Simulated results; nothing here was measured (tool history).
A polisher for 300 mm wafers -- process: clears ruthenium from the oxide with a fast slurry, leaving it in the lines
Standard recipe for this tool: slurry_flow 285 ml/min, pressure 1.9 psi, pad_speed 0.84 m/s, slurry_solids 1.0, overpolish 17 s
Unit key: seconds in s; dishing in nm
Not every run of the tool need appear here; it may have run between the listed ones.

run,hour,slurry_flow,pressure,pad_speed,slurry_solids,overpolish,"incoming thickness of the incoming film, nm",seconds,dishing
1,0.0,285,1.6,0.84,1.0,17,130.3,73.9,27.0
# hour 26.3: slurry nozzle cleaned
2,43.2,285,1.6,0.84,1.0,17,128.3,69.6,26.6
# hour 73.4: worn pad replaced by a new one
3,88.4,285,1.9,0.84,1.0,11,132.1,62.9,20.9
# hour 111.4: slurry blender recalibrated
4,154.7,285,1.9,0.84,1.0,11,131.0,62.0,20.8
5,211.4,285,1.9,0.84,1.0,17,132.4,62.5,30.9
6,282.5,285,1.9,0.84,1.0,17,127.8,60.2,31.4
7,313.5,285,1.9,0.84,1.0,17,129.4,60.4,32.4
# hour 344.2: worn pad replaced by a new one
# hour 358.7: slurry nozzle cleaned
8,367.7,285,1.9,0.84,1.0,17,129.6,59.5,31.8
9,414.0,285,1.7,0.84,1.1,17,130.6,65.6,29.0
# hour 432.6: head pressure recalibrated
10,480.1,285,1.7,0.84,1.1,17,130.5,66.9,29.4
11,531.1,285,1.9,0.84,1.0,17,128.4,60.6,32.0
# hour 571.8: slurry blender recalibrated
12,602.7,285,1.9,0.84,1.0,17,127.6,59.7,31.4
# hour 617.7: worn pad replaced by a new one
13,627.9,285,1.9,0.84,1.0,17,129.7,60.6,31.7
# hour 642.0: slurry nozzle cleaned
14,670.2,285,1.9,0.84,1.0,17,129.4,61.2,32.1
15,705.4,285,1.3,0.84,1.0,17,131.2,88.2,22.2
16,753.5,285,1.9,0.84,1.0,17,129.5,60.2,31.9
17,822.1,285,1.9,1.06,1.0,17,130.2,51.8,37.5

The next listed run, before its measurement:
18,847.4,285,1.9,1.06,1.0,17,128.6,?,?

{"run 18": {"seconds": 49.9, "dishing": 36.5}}
Take away the tool's hidden state, keep the run-to-run variation as it was, and the same run would have given seconds 49.9 s, dishing 36.5 nm.
